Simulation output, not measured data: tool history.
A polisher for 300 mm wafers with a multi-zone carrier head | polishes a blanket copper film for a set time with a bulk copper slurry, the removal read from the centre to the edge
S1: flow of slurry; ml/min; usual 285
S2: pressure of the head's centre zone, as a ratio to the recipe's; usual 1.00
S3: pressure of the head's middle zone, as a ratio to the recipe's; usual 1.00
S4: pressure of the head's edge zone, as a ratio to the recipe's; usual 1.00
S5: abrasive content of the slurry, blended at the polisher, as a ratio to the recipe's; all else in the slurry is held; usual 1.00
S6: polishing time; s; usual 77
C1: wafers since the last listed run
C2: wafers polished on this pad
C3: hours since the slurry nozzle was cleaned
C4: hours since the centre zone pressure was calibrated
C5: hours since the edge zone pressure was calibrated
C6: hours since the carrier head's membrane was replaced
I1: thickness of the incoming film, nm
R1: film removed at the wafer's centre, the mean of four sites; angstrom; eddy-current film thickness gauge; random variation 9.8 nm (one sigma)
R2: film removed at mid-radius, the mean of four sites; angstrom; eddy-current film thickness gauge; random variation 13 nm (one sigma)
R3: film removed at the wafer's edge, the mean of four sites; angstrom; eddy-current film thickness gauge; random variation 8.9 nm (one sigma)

{"run": 1, "hour": 0.0, "S1": 285, "S2": 1.0, "S3": 0.94, "S4": 0.93, "S5": 1.0, "S6": 77, "C1": 0, "C2": 432, "C3": 505.2, "C4": 175.8, "C5": 1023.2, "C6": 783.2, "I1": 2000.7, "R1": 8190, "R2": 8180, "R3": 8164}
{"run": 2, "hour": 103.1, "S1": 285, "S2": 0.92, "S3": 1.04, "S4": 1.0, "S5": 1.0, "S6": 77, "C1": 1276, "C2": 1709, "C3": 608.3, "C4": 278.9, "C5": 1126.3, "C6": 886.3, "I1": 2011.4, "R1": 7353, "R2": 8291, "R3": 8189}
{"hour": 180.5, "done": "slurry nozzle cleaned"}
{"run": 3, "hour": 181.0, "S1": 285, "S2": 1.0, "S3": 1.0, "S4": 1.0, "S5": 1.0, "S6": 77, "C1": 951, "C2": 2660, "C3": 0.5, "C4": 356.8, "C5": 1204.2, "C6": 964.2, "I1": 2034.0, "R1": 7883, "R2": 7804, "R3": 8105}
{"run": 4, "hour": 247.5, "S1": 285, "S2": 1.0, "S3": 1.0, "S4": 1.0, "S5": 1.0, "S6": 77, "C1": 823, "C2": 3483, "C3": 67.0, "C4": 423.3, "C5": 1270.7, "C6": 1030.7, "I1": 2025.2, "R1": 7600, "R2": 7567, "R3": 7774}
{"run": 5, "hour": 321.6, "S1": 285, "S2": 1.0, "S3": 1.0, "S4": 1.0, "S5": 1.0, "S6": 77, "C1": 917, "C2": 4401, "C3": 141.1, "C4": 497.4, "C5": 1344.8, "C6": 1104.8, "I1": 2042.6, "R1": 7589, "R2": 7531, "R3": 7910}
{"run": 6, "hour": 417.1, "S1": 285, "S2": 1.0, "S3": 0.91, "S4": 1.08, "S5": 1.0, "S6": 77, "C1": 1182, "C2": 5583, "C3": 236.6, "C4": 592.9, "C5": 1440.3, "C6": 1200.3, "I1": 2018.7, "R1": 7422, "R2": 7014, "R3": 7950}
{"run": 7, "hour": 515.9, "S1": 285, "S2": 1.0, "S3": 1.0, "S4": 1.0, "S5": 1.0, "S6": 77, "C1": 1222, "C2": 6806, "C3": 335.4, "C4": 691.7, "C5": 1539.1, "C6": 1299.1, "I1": 2006.6, "R1": 7362, "R2": 7482, "R3": 7769}
{"run": 8, "hour": 553.7, "S1": 285, "S2": 1.0, "S3": 1.0, "S4": 0.97, "S5": 1.0, "S6": 77, "C1": 467, "C2": 7273, "C3": 373.2, "C4": 729.5, "C5": 1576.9, "C6": 1336.9, "I1": 2009.0, "R1": 7290, "R2": 7518, "R3": 7562}
{"hour": 563.2, "done": "edge zone pressure recalibrated"}
{"run": 9, "hour": 620.8, "S1": 285, "S2": 1.0, "S3": 1.0, "S4": 1.0, "S5": 1.0, "S6": 77, "C1": 805, "C2": 8079, "C3": 440.3, "C4": 796.6, "C5": 57.6, "C6": 1404.0, "I1": 2005.3, "R1": 7384, "R2": 7366, "R3": 7581}
{"hour": 635.3, "done": "worn pad replaced by a new one"}
{"run": 10, "hour": 683.5, "S1": 285, "S2": 1.0, "S3": 1.0, "S4": 1.0, "S5": 1.0, "S6": 77, "C1": 726, "C2": 596, "C3": 503.0, "C4": 859.3, "C5": 120.3, "C6": 1466.7, "I1": 2023.5, "R1": 8027, "R2": 8170, "R3": 8333}
{"run": 11, "hour": 779.0, "S1": 340, "S2": 1.0, "S3": 1.0, "S4": 1.0, "S5": 0.8, "S6": 91, "C1": 1182, "C2": 1778, "C3": 598.5, "C4": 954.8, "C5": 215.8, "C6": 1562.2, "I1": 1989.9, "R1": 8858, "R2": 8774, "R3": 9086}
{"run": 12, "hour": 830.9, "S1": 285, "S2": 1.0, "S3": 1.0, "S4": 1.0, "S5": 1.0, "S6": 77, "C1": 642, "C2": 2421, "C3": 650.4, "C4": 1006.7, "C5": 267.7, "C6": 1614.1, "I1": 2020.1, "R1": 7581, "R2": 7666, "R3": 7883}
{"hour": 855.8, "done": "slurry nozzle cleaned"}
{"run": 13, "hour": 889.4, "S1": 285, "S2": 1.0, "S3": 1.0, "S4": 1.0, "S5": 1.0, "S6": 103, "C1": 711, "C2": 3132, "C3": 33.6, "C4": 1065.2, "C5": 326.2, "C6": 1672.6, "I1": 2035.6, "R1": 10075, "R2": 10250, "R3": 10536}
{"hour": 960.8, "done": "carrier head's membrane replaced by a new one"}
{"run": 14, "hour": 1033.8, "S1": 285, "S2": 1.09, "S3": 1.09, "S4": 1.0, "S5": 1.25, "S6": 77, "C1": 1725, "C2": 4858, "C3": 178.0, "C4": 1209.6, "C5": 470.6, "C6": 73.0, "I1": 2045.4, "R1": 8556, "R2": 8394, "R3": 8000}
{"hour": 1094.9, "done": "centre zone pressure recalibrated"}
{"run": 15, "hour": 1131.0, "S1": 285, "S2": 1.0, "S3": 1.11, "S4": 1.0, "S5": 1.1, "S6": 77, "C1": 1178, "C2": 6036, "C3": 275.2, "C4": 36.1, "C5": 567.8, "C6": 170.2, "I1": 2049.8, "R1": 7506, "R2": 8195, "R3": 7826}
{"run": 16, "hour": 1202.2, "S1": 340, "S2": 0.96, "S3": 1.0, "S4": 0.96, "S5": 1.0, "S6": 52, "C1": 881, "C2": 6917, "C3": 346.4, "C4": 107.3, "C5": 639.0, "C6": 241.4, "I1": 2029.0, "R1": 4702, "R2": 5054, "R3": 5089}
{"run": 17, "hour": 1241.4, "S1": 350, "S2": 0.96, "S3": 1.0, "S4": 1.0, "S5": 1.0, "S6": 77, "C1": 485, "C2": 7403, "C3": 385.6, "C4": 146.5, "C5": 678.2, "C6": 280.6, "I1": 2029.3, "R1": 7129, "R2": 7222, "R3": 7575}
{"run": 18, "hour": 1339.2, "S1": 285, "S2": 0.88, "S3": 1.1, "S4": 1.0, "S5": 1.15, "S6": 64, "C1": 1210, "C2": 8613, "C3": 483.4, "C4": 244.3, "C5": 776.0, "C6": 378.4, "I1": 2038.1, "R1": 5319, "R2": 6800, "R3": 6435}
{"hour": 1373.3, "done": "worn pad replaced by a new one"}
{"run": 19, "hour": 1406.1, "S1": 285, "S2": 1.0, "S3": 1.06, "S4": 1.0, "S5": 1.0, "S6": 91, "C1": 778, "C2": 405, "C3": 550.3, "C4": 311.2, "C5": 842.9, "C6": 445.3, "I1": 2027.1, "R1": 9575, "R2": 10106, "R3": 10046}
{"run": 20, "hour": 1484.7, "S1": 285, "S2": 1.0, "S3": 1.0, "S4": 1.0, "S5": 1.0, "S6": 77, "C1": 972, "C2": 1378, "C3": 628.9, "C4": 389.8, "C5": 921.5, "C6": 523.9, "I1": 2010.6, "R1": 7934, "R2": 7932, "R3": 8403}

Some steps in R1 between neighbouring runs. How much of each would the tool show without its hidden state too (settings, what came in, random variation), and how much is left for the hidden state, with any gauge scatter that isn't in both results?
The hidden state here: removal rate lost through wear of the pad, %; slurry flow missing at the pad, %; deviation of the centre zone's pressure from its setpoint, %; deviation of the edge zone's pressure from its setpoint, %.
Run 9 -> 10: worn pad replaced by a new one. R1 +643 angstrom: hidden state +701, all else -58.
Run 15 -> 16: S1 285 -> 340, S2 1.00 -> 0.96, S3 1.11 -> 1.00, S4 1.00 -> 0.96, S5 1.10 -> 1.00, S6 77 -> 52. R1 -2804 angstrom: hidden state +366, all else -3170.
Run 18 -> 19: S2 0.88 -> 1.00, S3 1.10 -> 1.06, S5 1.15 -> 1.00, S6 64 -> 91, worn pad replaced by a new one. R1 +4256 angstrom: hidden state +643, all else +3613.

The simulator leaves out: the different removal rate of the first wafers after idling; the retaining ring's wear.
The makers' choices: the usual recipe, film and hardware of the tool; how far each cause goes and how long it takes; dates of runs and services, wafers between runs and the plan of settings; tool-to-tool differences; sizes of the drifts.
